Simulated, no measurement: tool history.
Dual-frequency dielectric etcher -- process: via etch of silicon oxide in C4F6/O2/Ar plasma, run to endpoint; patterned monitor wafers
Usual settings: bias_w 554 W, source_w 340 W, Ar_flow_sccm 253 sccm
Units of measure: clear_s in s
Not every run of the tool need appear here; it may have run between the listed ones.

run    hour  bias_w  source_w  Ar_flow_sccm  wafers since the last listed run  hours since the last wet clean  hours since the last bias power generator calibration  hours since the last source power generator calibration  hours since the last Ar flow controller change  hours since the last upper electrode change  incoming incoming film thickness, nm  clear_s
  1       0     554       290           253                                 0                             636                                                  108.1                                                   1202.7                                          5947.9                                         2929                                 107.7     25.6
  2   257.2     554       370           253                              4100                           893.2                                                  365.3                                                   1459.9                                          6205.1                                       3186.2                                 108.2     24.6
      282.9  -- upper electrode replaced
      307.2  -- wet clean of the chamber
  3   356.4     637       340           253                               816                            49.2                                                  464.5                                                   1559.1                                          6304.3                                         73.5                                 107.6     21.8
  4   419.9     554       340           253                              1012                           112.7                                                    528                                                   1622.6                                          6367.8                                          137                                 107.3     23.9
      475.4  -- Ar flow controller replaced
  5   667.6     554       340           253                              3853                           360.4                                                  775.7                                                   1870.3                                           192.2                                        384.7                                 107.3     24.6
  6   721.3     490       360           192                               856                           414.1                                                  829.4                                                     1924                                           245.9                                        438.4                                 107.7     25.3
  7     770     496       340           195                               776                           462.8                                                  878.1                                                   1972.7                                           294.6                                        487.1                                 108.8       26
  8    1088     464       280           224                              5070                           780.8                                                 1196.1                                                   2290.7                                           612.6                                        805.1                                 107.8     29.1
  9    1150     462       380           220                               988                           842.8                                                 1258.1                                                   2352.7                                           674.6                                        867.1                                 107.9       27
     1238.1  -- wet clean of the chamber
 10  1238.6     452       340           253                              1029                             0.5                                                 1346.7                                                   2441.3                                           763.2                                        955.7                                 107.1     26.8
 11  1457.1     554       340           253                              3483                             219                                                 1565.2                                                   2659.8                                           981.7                                       1174.2                                   108     23.9
 12  1512.3     669       260           217                               880                           274.2                                                 1620.4                                                     2715                                          1036.9                                       1229.4                                 108.2     23.1
 13  1601.6     554       390           253                              1423                           363.5                                                 1709.7                                                   2804.3                                          1126.2                                       1318.7                                 107.2     23.5
 14  1682.7     669       260           217                              1293                           444.6                                                 1790.8                                                   2885.4                                          1207.3                                       1399.8                                 107.5     22.9
     1708.1  -- source power generator calibrated
 15  1811.4     639       340           229                              1988                           573.3                                                 1919.5                                                    103.3                                            1336                                       1528.5                                 108.6     22.3
 16  1865.6     620       280           253                               864                           627.5                                                 1973.7                                                    157.5                                          1390.2                                       1582.7                                 107.1     23.9
 17  1919.4     554       270           210                               857                           681.3                                                 2027.5                                                    211.3                                            1444                                       1636.5                                   108     25.9
 18  1984.9     655       410           199                              1044                           746.8                                                   2093                                                    276.8                                          1509.5                                         1702                                   109       21
     2062.6  -- wet clean of the chamber
 19  2063.1     616       340           229                               864                             0.5                                                 2171.2                                                      355                                          1587.7                                       1780.2                                 108.4     22.4
 20  2083.6     668       310           219                               326                              21                                                 2191.7                                                    375.5                                          1608.2                                       1800.7                                 107.2     21.5
 21  2138.2     554       340           253                               870                            75.6                                                 2246.3                                                    430.1                                          1662.8                                       1855.3                                 108.4       24
 22  2242.3     669       260           217                              1659                           179.7                                                 2350.4                                                    534.2                                          1766.9                                       1959.4                                 108.6       23
 23  2328.7     554       340           253                              1377                           266.1                                                 2436.8                                                    620.6                                          1853.3                                       2045.8                                 107.6     24.3
 24  2402.5     554       260           198                              1176                           339.9                                                 2510.6                                                    694.4                                          1927.1                                       2119.6                                 107.4     25.3
 25  2501.8     554       290           217                              1583                           439.2                                                 2609.9                                                    793.7                                          2026.4                                       2218.9                                   107     24.7
 26  2602.9     624       400           209                              1611                           540.3                                                   2711                                                    894.8                                          2127.5                                         2320                                 108.2     21.4
 27  2690.4     443       340           212                              1395                           627.8                                                 2798.5                                                    982.3                                            2215                                       2407.5                                 108.3     28.3
 28  2791.4     554       340           253                              1610                           728.8                                                 2899.5                                                   1083.3                                            2316                                       2508.5                                 107.7     24.5
 29  2862.8     675       340           253                              1138                           800.2                                                 2970.9                                                   1154.7                                          2387.4                                       2579.9                                 108.1     22.3

Each row is a separate what-if for the run after 29, all from the same tool condition, not one after another. Results?
  A  2863.2     554       410           253                                 6                           800.6                                                 2971.3                                                   1155.1                                          2387.8                                       2580.3                                   106        ?
  B  2863.2     554       410           218                                 6                           800.6                                                 2971.3                                                   1155.1                                          2387.8                                       2580.3                                   106        ?
  C  2863.2     652       300           286                                 6                           800.6                                                 2971.3                                                   1155.1                                          2387.8                                       2580.3                                   106        ?
  D  2863.2     518       280           234                                 6                           800.6                                                 2971.3                                                   1155.1                                          2387.8                                       2580.3                                   106        ?

run  clear_s
  A     23.2
  B     22.8
  C     23.2
  D     26.7
Take away the tool's hidden state, keep each run's random variation, and the runs would have read:
run  clear_s
  A     22.3
  B       22
  C     22.4
  D     25.7
